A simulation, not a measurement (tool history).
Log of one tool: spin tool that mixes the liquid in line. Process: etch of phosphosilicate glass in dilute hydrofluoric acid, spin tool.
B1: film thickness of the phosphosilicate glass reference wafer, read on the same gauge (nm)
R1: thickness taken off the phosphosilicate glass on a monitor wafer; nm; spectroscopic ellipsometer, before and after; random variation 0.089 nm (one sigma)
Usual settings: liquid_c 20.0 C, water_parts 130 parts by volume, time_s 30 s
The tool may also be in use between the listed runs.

run 1 hour=0.0 | liquid_c=17.0 water_parts=130 time_s=30 | B1=60.01 | R1=16.08
-- hour=23.0 hydrofluoric acid flow meter replaced
run 2 hour=49.5 | liquid_c=17.0 water_parts=130 time_s=30 | B1=60.01 | R1=15.44
run 3 hour=325.8 | liquid_c=17.0 water_parts=130 time_s=30 | B1=60.01 | R1=15.87
run 4 hour=432.5 | liquid_c=20.0 water_parts=130 time_s=30 | B1=59.98 | R1=18.24
-- hour=495.4 gauge calibrated
run 5 hour=503.6 | liquid_c=20.0 water_parts=130 time_s=30 | B1=60.02 | R1=18.31
-- hour=560.2 hydrofluoric acid flow meter replaced
run 6 hour=606.6 | liquid_c=20.0 water_parts=130 time_s=30 | B1=60.01 | R1=17.62
run 7 hour=681.9 | liquid_c=20.0 water_parts=130 time_s=30 | B1=60.00 | R1=17.49
-- hour=782.7 thermometer replaced
run 8 hour=783.7 | liquid_c=20.0 water_parts=145 time_s=30 | B1=60.01 | R1=15.80
run 9 hour=867.4 | liquid_c=24.5 water_parts=130 time_s=20 | B1=60.01 | R1=14.22
run 10 hour=1142.0 | liquid_c=20.0 water_parts=130 time_s=30 | B1=59.99 | R1=18.45
run 11 hour=1227.5 | liquid_c=17.0 water_parts=130 time_s=30 | B1=60.00 | R1=16.55
-- hour=1242.8 hydrofluoric acid flow meter replaced
run 12 hour=1286.2 | liquid_c=24.0 water_parts=130 time_s=15 | B1=60.01 | R1=10.16
-- hour=1314.2 gauge calibrated
run 13 hour=1331.2 | liquid_c=20.0 water_parts=130 time_s=30 | B1=60.01 | R1=17.48
run 14 hour=1482.2 | liquid_c=20.0 water_parts=95 time_s=30 | B1=60.02 | R1=25.06
run 15 hour=1537.7 | liquid_c=20.0 water_parts=145 time_s=30 | B1=60.00 | R1=15.89
run 16 hour=1585.0 | liquid_c=24.0 water_parts=130 time_s=30 | B1=60.00 | R1=21.18
run 17 hour=1646.8 | liquid_c=20.0 water_parts=160 time_s=20 | B1=60.01 | R1=9.48

3 ways to go on from here, each from the tool as it stands after run 17. What would each give?
run A hour=1647.2 | liquid_c=20.0 water_parts=130 time_s=20 | B1=? | R1=?
run B hour=1647.2 | liquid_c=20.0 water_parts=160 time_s=35 | B1=? | R1=?
run C hour=1647.2 | liquid_c=17.5 water_parts=170 time_s=50 | B1=? | R1=?

run=A B1=60.00 R1=12.03
run=B B1=60.00 R1=16.60
run=C B1=60.00 R1=19.99
Without the tool's hidden state the same runs would have given:
run=A R1=11.46
run=B R1=15.79
run=C R1=19.03

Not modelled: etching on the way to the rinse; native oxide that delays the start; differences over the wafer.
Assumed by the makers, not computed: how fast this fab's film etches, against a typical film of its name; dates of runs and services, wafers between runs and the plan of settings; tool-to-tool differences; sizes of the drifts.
